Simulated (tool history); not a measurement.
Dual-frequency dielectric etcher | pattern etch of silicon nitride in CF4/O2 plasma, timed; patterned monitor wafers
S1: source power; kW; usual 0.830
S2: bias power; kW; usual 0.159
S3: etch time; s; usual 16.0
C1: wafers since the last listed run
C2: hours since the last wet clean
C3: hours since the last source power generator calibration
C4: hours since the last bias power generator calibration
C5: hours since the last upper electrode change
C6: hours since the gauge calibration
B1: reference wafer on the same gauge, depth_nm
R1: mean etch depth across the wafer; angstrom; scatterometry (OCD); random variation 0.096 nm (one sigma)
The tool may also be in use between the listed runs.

| run | hour | S1 | S2 | S3 | C1 | C2 | C3 | C4 | C5 | C6 | B1 | R1 |
|---|---|---|---|---|---|---|---|---|---|---|---|---|
| 1 | 0.0 | 0.830 | 0.159 | 13.5 | 0 | 227.0 | 4243.0 | 4441.8 | 5960.1 | 55.8 | 40.49 | 413.6 |
| 2 | 15.7 | 0.830 | 0.159 | 13.5 | 363 | 242.7 | 4258.7 | 4457.5 | 5975.8 | 71.5 | 40.50 | 414.5 |
| 3 | 29.8 | 0.830 | 0.159 | 13.5 | 326 | 256.8 | 4272.8 | 4471.6 | 5989.9 | 85.6 | 40.51 | 415.1 |
|  | 56.0 | upper electrode replaced, of another model than before |
| 4 | 56.5 | 0.830 | 0.159 | 12.5 | 62 | 283.5 | 4299.5 | 4498.3 | 0.5 | 112.3 | 40.50 | 385.5 |
| 5 | 56.8 | 0.830 | 0.159 | 12.5 | 6 | 283.8 | 4299.8 | 4498.6 | 0.8 | 112.6 | 40.50 | 384.8 |
| 6 | 60.6 | 0.830 | 0.159 | 16.0 | 87 | 287.6 | 4303.6 | 4502.4 | 4.6 | 116.4 | 40.51 | 493.5 |
|  | 96.3 | wet clean of the chamber |
|  | 98.0 | source power generator calibrated |
| 7 | 98.5 | 0.830 | 0.159 | 16.0 | 282 | 2.2 | 0.5 | 4540.3 | 42.5 | 154.3 | 40.51 | 474.0 |
| 8 | 98.8 | 0.660 | 0.147 | 13.0 | 6 | 2.5 | 0.8 | 4540.6 | 42.8 | 154.6 | 40.49 | 291.6 |
|  | 108.2 | bias power generator calibrated |
| 9 | 108.7 | 0.640 | 0.190 | 16.0 | 136 | 12.4 | 10.7 | 0.5 | 52.7 | 164.5 | 40.50 | 410.4 |
| 10 | 110.8 | 0.830 | 0.175 | 18.0 | 48 | 14.5 | 12.8 | 2.6 | 54.8 | 166.6 | 40.49 | 563.8 |
| 11 | 125.9 | 0.680 | 0.144 | 13.0 | 349 | 29.6 | 27.9 | 17.7 | 69.9 | 181.7 | 40.50 | 297.5 |

Run 12 comes next. What will it give?
|  | 133.0 | gauge calibrated |
| 12 | 137.5 | 0.830 | 0.159 | 16.0 | 268 | 41.2 | 39.5 | 29.3 | 81.5 | 4.5 | ? | ? |

Run 12 gave B1 40.51, R1 475.0 angstrom.
Without the tool's hidden state the same run would have given R1 475.0 angstrom.
